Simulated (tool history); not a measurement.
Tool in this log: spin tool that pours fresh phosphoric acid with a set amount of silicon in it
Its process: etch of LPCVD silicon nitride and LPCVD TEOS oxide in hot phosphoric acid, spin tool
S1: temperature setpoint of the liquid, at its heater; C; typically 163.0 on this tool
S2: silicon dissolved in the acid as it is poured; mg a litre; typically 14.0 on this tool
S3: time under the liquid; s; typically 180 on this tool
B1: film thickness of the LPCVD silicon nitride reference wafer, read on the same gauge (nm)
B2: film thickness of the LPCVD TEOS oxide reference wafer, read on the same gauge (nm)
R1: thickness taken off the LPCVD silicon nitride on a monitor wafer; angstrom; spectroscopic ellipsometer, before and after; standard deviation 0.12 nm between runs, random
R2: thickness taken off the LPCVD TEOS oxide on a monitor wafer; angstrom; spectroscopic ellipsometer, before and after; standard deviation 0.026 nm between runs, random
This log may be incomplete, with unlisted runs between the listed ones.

run	day	S1	S2	S3	B1	B2	R1	R2
1	0.000	163.0	14.0	180	89.97	149.989	196.0	8.19
2	1.154	163.0	14.0	180	90.01	150.020	196.9	7.96
3	1.900	163.0	7.0	180	89.99	149.991	198.5	9.61
4	2.862	163.0	7.0	180	89.99	150.010	195.7	9.51
5	4.096	163.0	7.0	180	89.98	149.974	195.5	9.74
6	4.758	163.0	14.0	135	89.96	150.041	148.2	6.21
7	5.688	162.0	14.0	180	90.00	150.005	191.0	8.18
8	6.333	161.5	19.0	180	89.96	150.007	190.7	6.43
9	10.379	163.0	14.0	180	89.99	149.995	200.7	8.77
10	11.838	164.5	14.0	180	90.04	150.037	209.1	9.06
# day 12.525: dissolved silicon flow meter replaced
11	12.904	163.0	4.0	180	90.03	150.000	201.1	10.30
12	14.379	161.5	3.5	280	90.01	149.953	298.8	15.15
13	15.083	162.0	5.0	90	89.99	150.020	96.8	4.63
# day 16.104: thermometer replaced
14	17.200	163.0	14.0	80	89.97	149.999	81.1	3.17
# day 17.521: heated supply line repaired
15	18.246	161.5	23.5	100	90.02	149.981	97.7	2.48
# day 18.812: gauge calibrated
16	22.362	163.0	14.0	180	90.02	149.996	186.0	7.18
17	23.275	164.0	14.0	220	89.97	149.975	235.0	9.67
18	24.654	165.0	14.0	80	90.04	149.987	88.0	3.73
19	25.567	164.5	14.0	180	90.02	150.013	196.4	8.28
20	26.158	161.5	20.0	85	90.01	149.965	83.1	2.58

Predict the results of run 21:
21	27.279	163.0	14.0	180	?	?	?	?

{"run 21": {"B1": 90.02, "B2": 150.021, "R1": 185.0, "R2": 7.49}}
With no hidden state in the tool, this same run would have given R1 181.7 angstrom, R2 7.20 angstrom.

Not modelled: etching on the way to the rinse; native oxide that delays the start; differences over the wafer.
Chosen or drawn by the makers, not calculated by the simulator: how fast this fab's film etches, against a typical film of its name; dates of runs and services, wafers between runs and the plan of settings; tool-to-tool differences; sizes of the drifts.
